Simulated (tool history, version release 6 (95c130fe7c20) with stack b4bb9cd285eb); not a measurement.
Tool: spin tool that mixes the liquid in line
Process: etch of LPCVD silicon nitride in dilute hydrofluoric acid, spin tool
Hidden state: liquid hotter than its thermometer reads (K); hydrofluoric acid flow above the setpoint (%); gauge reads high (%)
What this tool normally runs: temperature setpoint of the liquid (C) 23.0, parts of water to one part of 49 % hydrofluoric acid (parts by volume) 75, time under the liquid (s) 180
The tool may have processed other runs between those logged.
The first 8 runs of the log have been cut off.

run,hour,temperature setpoint of the liquid (C),parts of water to one part of 49 % hydrofluoric acid (parts by volume),time under the liquid (s),wafers since the last listed run,hours since the thermometer was replaced,hours since the hydrofluoric acid flow meter was replaced,hours since the gauge calibration,"read-back film thickness of the LPCVD silicon nitride reference wafer, read on the same gauge (nm)",thickness taken off the LPCVD silicon nitride on a monitor wafer (angstrom)
# hour 147.1: hydrofluoric acid flow meter replaced
9,160.0,23.0,75,180,96,1452.5,12.9,84.1,150.003,14.28
10,173.6,23.0,75,180,99,1466.1,26.5,97.7,150.011,15.00
11,181.6,23.0,75,180,58,1474.1,34.5,105.7,150.008,14.86
# hour 184.4: thermometer replaced
12,189.9,23.0,75,180,53,5.5,42.8,114.0,150.017,12.81
13,202.7,23.0,75,180,94,18.3,55.6,126.8,149.987,12.58
14,219.9,23.0,75,180,126,35.5,72.8,144.0,150.004,12.53
15,234.7,23.0,105,180,108,50.3,87.6,158.8,149.980,9.36
16,246.8,23.0,75,180,88,62.4,99.7,170.9,149.967,12.61
17,253.1,18.5,110,280,46,68.7,106.0,177.2,149.992,9.82
18,269.5,25.0,75,255,120,85.1,122.4,193.6,150.009,20.80
19,286.7,23.0,75,180,126,102.3,139.6,210.8,150.003,12.49
20,304.3,23.0,75,180,129,119.9,157.2,228.4,150.008,12.68
# hour 307.7: gauge calibrated
21,344.5,27.0,75,250,295,160.1,197.4,36.8,150.004,23.16
22,353.6,20.0,75,180,66,169.2,206.5,45.9,149.981,10.40
23,361.2,20.0,75,85,55,176.8,214.1,53.5,149.964,5.06
24,367.5,21.0,55,85,46,183.1,220.4,59.8,150.039,7.26
25,382.7,23.0,75,180,111,198.3,235.6,75.0,150.015,12.79
26,390.4,27.0,75,230,56,206.0,243.3,82.7,149.988,21.50
27,397.7,23.0,75,230,53,213.3,250.6,90.0,150.009,16.55
28,410.9,23.0,75,180,97,226.5,263.8,103.2,149.949,12.81
29,419.8,20.5,90,180,65,235.4,272.7,112.1,149.998,9.31
30,427.7,25.0,60,180,58,243.3,280.6,120.0,149.992,18.76
31,434.9,23.0,75,180,52,250.5,287.8,127.2,149.992,13.38

Here are 5 independent what-if runs from the current tool condition. What would each one return?
A,435.4,23.0,75,180,3,251.0,288.3,127.7,?,?
B,435.4,23.0,75,140,3,251.0,288.3,127.7,?,?
C,435.4,23.0,45,180,3,251.0,288.3,127.7,?,?
D,435.4,27.5,75,180,3,251.0,288.3,127.7,?,?
E,435.4,20.5,40,180,3,251.0,288.3,127.7,?,?

run,"read-back film thickness of the LPCVD silicon nitride reference wafer, read on the same gauge (nm)",thickness taken off the LPCVD silicon nitride on a monitor wafer (angstrom)
A,150.022,13.30
B,150.022,10.34
C,150.022,21.94
D,150.022,17.88
E,150.022,20.73
Without the tool's unlogged condition, the same runs would have read:
run,thickness taken off the LPCVD silicon nitride on a monitor wafer (angstrom)
A,12.87
B,10.01
C,21.22
D,17.32
E,20.03

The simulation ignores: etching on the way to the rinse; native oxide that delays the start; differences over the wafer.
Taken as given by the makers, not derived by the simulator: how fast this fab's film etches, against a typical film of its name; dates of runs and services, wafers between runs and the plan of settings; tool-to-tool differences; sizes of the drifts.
